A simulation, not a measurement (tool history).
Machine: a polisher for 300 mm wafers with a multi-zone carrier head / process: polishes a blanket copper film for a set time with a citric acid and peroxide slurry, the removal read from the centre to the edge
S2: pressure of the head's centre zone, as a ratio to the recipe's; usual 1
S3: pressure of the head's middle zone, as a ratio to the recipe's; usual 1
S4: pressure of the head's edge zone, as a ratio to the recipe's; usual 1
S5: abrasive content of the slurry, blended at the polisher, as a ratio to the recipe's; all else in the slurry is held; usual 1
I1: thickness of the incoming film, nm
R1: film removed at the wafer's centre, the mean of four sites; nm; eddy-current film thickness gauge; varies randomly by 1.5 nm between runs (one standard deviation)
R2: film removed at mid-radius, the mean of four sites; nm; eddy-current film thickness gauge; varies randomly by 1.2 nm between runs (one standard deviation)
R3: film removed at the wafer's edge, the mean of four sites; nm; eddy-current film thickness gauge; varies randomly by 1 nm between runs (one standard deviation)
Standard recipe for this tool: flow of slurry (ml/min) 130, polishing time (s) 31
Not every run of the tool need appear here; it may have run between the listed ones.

run 1 hour=0 | flow_of_slurry_(ml/min)=160 S2=1 S3=1 S4=1 S5=1 polishing_time_(s)=31 | I1=890.9 | R1=111.5 R2=109.8 R3=112.6
run 2 hour=27.8 | flow_of_slurry_(ml/min)=130 S2=1 S3=1 S4=1 S5=1 polishing_time_(s)=31 | I1=882.6 | R1=104 R2=102.6 R3=106.8
-- hour=75.7 worn pad replaced by a new one
-- hour=76.2 carrier head's membrane replaced by a new one
run 3 hour=91.3 | flow_of_slurry_(ml/min)=130 S2=1 S3=1 S4=0.94 S5=1 polishing_time_(s)=31 | I1=890.9 | R1=96.2 R2=96.4 R3=97.2
-- hour=143.6 edge zone pressure recalibrated
run 4 hour=161.7 | flow_of_slurry_(ml/min)=130 S2=1 S3=1 S4=0.94 S5=1 polishing_time_(s)=31 | I1=903.1 | R1=96.9 R2=93.8 R3=94.3
run 5 hour=218.9 | flow_of_slurry_(ml/min)=130 S2=1 S3=1 S4=1 S5=1 polishing_time_(s)=31 | I1=894.1 | R1=94 R2=94.2 R3=98.3
-- hour=313 slurry nozzle cleaned
-- hour=336.9 worn pad replaced by a new one, repeated, since the last time left the tool worse
run 6 hour=424.1 | flow_of_slurry_(ml/min)=130 S2=1 S3=1 S4=1 S5=1 polishing_time_(s)=31 | I1=899.5 | R1=103.1 R2=104.6 R3=111.7
-- hour=440.3 centre zone pressure recalibrated
run 7 hour=476.3 | flow_of_slurry_(ml/min)=130 S2=1 S3=0.9 S4=0.91 S5=0.85 polishing_time_(s)=31 | I1=886.7 | R1=102.6 R2=93.6 R3=101
run 8 hour=509.6 | flow_of_slurry_(ml/min)=130 S2=1 S3=1.05 S4=1 S5=1 polishing_time_(s)=31 | I1=888 | R1=106.4 R2=109.2 R3=108.3
run 9 hour=565.3 | flow_of_slurry_(ml/min)=155 S2=1.03 S3=1 S4=1.05 S5=1 polishing_time_(s)=31 | I1=882.7 | R1=110 R2=105.9 R3=112.6
run 10 hour=614.3 | flow_of_slurry_(ml/min)=130 S2=1 S3=1 S4=1 S5=1 polishing_time_(s)=31 | I1=899.4 | R1=100.9 R2=98.9 R3=104.1
-- hour=639.2 worn pad replaced by a new one
run 11 hour=648.6 | flow_of_slurry_(ml/min)=130 S2=1 S3=1 S4=1 S5=1.15 polishing_time_(s)=31 | I1=893.7 | R1=109.9 R2=107.7 R3=114.2
run 12 hour=697.1 | flow_of_slurry_(ml/min)=145 S2=1 S3=1 S4=1.04 S5=1.15 polishing_time_(s)=38 | I1=885.8 | R1=141.2 R2=136.8 R3=145.4
run 13 hour=759.9 | flow_of_slurry_(ml/min)=130 S2=1 S3=0.9 S4=0.91 S5=0.85 polishing_time_(s)=31 | I1=896.1 | R1=106.1 R2=94 R3=102.3
run 14 hour=807.3 | flow_of_slurry_(ml/min)=155 S2=1 S3=1 S4=1.07 S5=1 polishing_time_(s)=31 | I1=888.3 | R1=111.9 R2=107.3 R3=117.4
-- hour=833.7 carrier head's membrane replaced by a new one
-- hour=863.1 slurry nozzle cleaned
run 15 hour=863.6 | flow_of_slurry_(ml/min)=155 S2=1.04 S3=1 S4=1 S5=1 polishing_time_(s)=24 | I1=879 | R1=88.3 R2=81.9 R3=85.3
run 16 hour=909.9 | flow_of_slurry_(ml/min)=145 S2=1 S3=0.93 S4=1 S5=1.2 polishing_time_(s)=31 | I1=873.1 | R1=108 R2=101.3 R3=112.2
-- hour=942.5 worn pad replaced by a new one
run 17 hour=971 | flow_of_slurry_(ml/min)=130 S2=0.88 S3=1 S4=1 S5=1 polishing_time_(s)=31 | I1=876.5 | R1=94.4 R2=107.1 R3=110.7
run 18 hour=1016.9 | flow_of_slurry_(ml/min)=130 S2=1 S3=1 S4=1 S5=1 polishing_time_(s)=31 | I1=899.6 | R1=107.7 R2=104.8 R3=110.2
run 19 hour=1041.6 | flow_of_slurry_(ml/min)=130 S2=1 S3=1 S4=1 S5=0.85 polishing_time_(s)=23 | I1=890 | R1=74.6 R2=75.7 R3=79.9
run 20 hour=1067.6 | flow_of_slurry_(ml/min)=130 S2=1 S3=0.97 S4=1 S5=1 polishing_time_(s)=31 | I1=898.1 | R1=108.6 R2=101.4 R3=110.9

Alternative continuations, all from the tool just after run 20; predict every row:
run A hour=1068 | flow_of_slurry_(ml/min)=130 S2=1 S3=1 S4=1 S5=1 polishing_time_(s)=31 | I1=896.5 | R1=? R2=? R3=?
run B hour=1068 | flow_of_slurry_(ml/min)=130 S2=1.06 S3=1 S4=1 S5=1.25 polishing_time_(s)=31 | I1=896.5 | R1=? R2=? R3=?
run C hour=1068 | flow_of_slurry_(ml/min)=130 S2=1 S3=1 S4=0.91 S5=1 polishing_time_(s)=31 | I1=896.5 | R1=? R2=? R3=?
run D hour=1068 | flow_of_slurry_(ml/min)=130 S2=1.06 S3=1 S4=1 S5=1 polishing_time_(s)=38 | I1=896.5 | R1=? R2=? R3=?
run E hour=1068 | flow_of_slurry_(ml/min)=130 S2=0.93 S3=1 S4=1 S5=1 polishing_time_(s)=31 | I1=896.5 | R1=? R2=? R3=?

run=A R1=108.9 R2=104.6 R3=109.8
run=B R1=120.1 R2=109 R3=114.4
run=C R1=108.9 R2=104.6 R3=105
run=D R1=141.3 R2=128.2 R3=134.6
run=E R1=101.4 R2=104.7 R3=109.8
The same runs, with their run-to-run variation unchanged, on a tool lacking any hidden condition would have given:
run=A R1=110.8 R2=106.4 R3=111.7
run=B R1=122.2 R2=110.9 R3=116.3
run=C R1=110.8 R2=106.4 R3=106.8
run=D R1=143.8 R2=130.4 R3=136.9
run=E R1=103.2 R2=106.5 R3=111.7
